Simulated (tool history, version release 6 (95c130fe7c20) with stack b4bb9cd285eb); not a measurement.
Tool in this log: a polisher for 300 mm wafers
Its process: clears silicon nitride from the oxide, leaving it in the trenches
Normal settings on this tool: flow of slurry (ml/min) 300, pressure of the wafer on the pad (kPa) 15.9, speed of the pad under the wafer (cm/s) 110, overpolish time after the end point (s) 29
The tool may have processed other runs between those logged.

run,hour,flow of slurry (ml/min),pressure of the wafer on the pad (kPa),speed of the pad under the wafer (cm/s),overpolish time after the end point (s),"incoming thickness of the incoming film, nm",time until the end point was called (s)
1,0.0,300,15.9,110,29,88.4,84.8
2,64.8,300,15.9,110,29,91.4,87.8
3,107.8,300,15.9,110,29,90.1,87.6
4,163.4,300,15.9,132,29,91.5,74.3
5,220.4,300,15.9,110,29,88.4,86.3
6,277.5,300,15.9,110,29,90.1,88.0
7,304.9,300,15.9,110,29,90.3,87.1
8,332.7,300,15.9,110,42,90.8,88.6
9,400.8,300,15.9,110,42,89.5,87.6
10,472.4,300,15.9,110,29,88.4,85.5
11,502.7,300,15.9,110,29,90.4,89.9
12,602.5,300,15.9,118,29,90.5,84.9
13,671.4,300,15.9,110,29,89.4,92.4
14,729.2,300,15.9,110,29,88.8,91.8
15,765.4,300,15.9,110,29,90.2,92.7
16,794.4,300,12.4,110,38,91.2,118.4
17,856.0,300,12.4,110,38,88.3,116.0
18,916.8,300,15.9,110,29,90.8,95.4
19,979.4,300,11.0,94,29,90.1,159.8
20,1023.3,300,15.9,130,40,91.6,73.8
21,1066.7,300,10.3,110,36,89.6,129.4
22,1113.8,245,15.9,110,34,90.9,88.7
23,1147.0,300,15.9,122,16,89.9,78.4
24,1205.0,260,15.9,110,17,89.6,87.3
25,1248.6,300,15.9,98,36,91.9,99.3
26,1313.6,300,15.9,110,29,89.2,87.4
27,1370.4,300,14.5,110,17,90.0,95.4
28,1412.7,300,15.9,122,16,89.2,77.1
29,1497.0,260,15.9,110,29,91.5,91.7
30,1523.9,205,15.9,86,43,90.3,119.5
31,1561.6,300,15.9,142,29,89.2,68.2
32,1623.9,270,15.9,110,29,88.3,86.1
33,1672.7,300,15.9,110,29,90.3,88.1
34,1710.7,300,15.9,110,29,89.5,86.4
35,1757.0,300,15.9,110,29,90.7,85.4
36,1788.7,300,20.0,110,29,91.0,69.0

Removed from this log: 9 entries logged between the listed runs. Between which two listed runs does each belong, and how does the tool's hidden state at the listed run before it compare with that at the listed run after it?
From run 1 to run 2: worn pad replaced by a new one (hour 47.6)
  slurry flow missing at the pad, %: 9.81 -> 11.6
  the result without the hidden state subtracted from the measured one, time until the end point was called (s): +0.9 -> +1.1
From run 8 to run 9: worn pad replaced by a new one (hour 358.8)
  slurry flow missing at the pad, %: 19.2 -> 21.1
  the result without the hidden state subtracted from the measured one, time until the end point was called (s): +2.1 -> +2.3
From run 11 to run 12: slurry nozzle cleaned (hour 546.0)
  slurry flow missing at the pad, %: 23.9 -> 41.4
  the result without the hidden state subtracted from the measured one, time until the end point was called (s): +2.8 -> +6.0
From run 14 to run 15: worn pad replaced by a new one (hour 759.3)
  slurry flow missing at the pad, %: 45 -> 46
  the result without the hidden state subtracted from the measured one, time until the end point was called (s): +7.5 -> +7.9
From run 15 to run 16: head pressure recalibrated (hour 769.0)
  slurry flow missing at the pad, %: 46 -> 46.8
  the result without the hidden state subtracted from the measured one, time until the end point was called (s): +7.9 -> +10.4
From run 19 to run 20: slurry nozzle cleaned, repeated, since the last time left the tool worse (hour 988.7)
  slurry flow missing at the pad, %: 52 -> 1.21
  the result without the hidden state subtracted from the measured one, time until the end point was called (s): +17.5 -> +0.1
From run 23 to run 24: worn pad replaced by a new one (hour 1166.2)
  slurry flow missing at the pad, %: 4.69 -> 6.32
  the result without the hidden state subtracted from the measured one, time until the end point was called (s): +0.4 -> +0.7
From run 28 to run 29: worn pad replaced by a new one (hour 1484.3)
  slurry flow missing at the pad, %: 12.2 -> 14.5
  the result without the hidden state subtracted from the measured one, time until the end point was called (s): +1.0 -> +1.7
From run 34 to run 35: slurry nozzle cleaned (hour 1734.6)
  slurry flow missing at the pad, %: 20.5 -> 2.34
  the result without the hidden state subtracted from the measured one, time until the end point was called (s): +2.2 -> +0.2
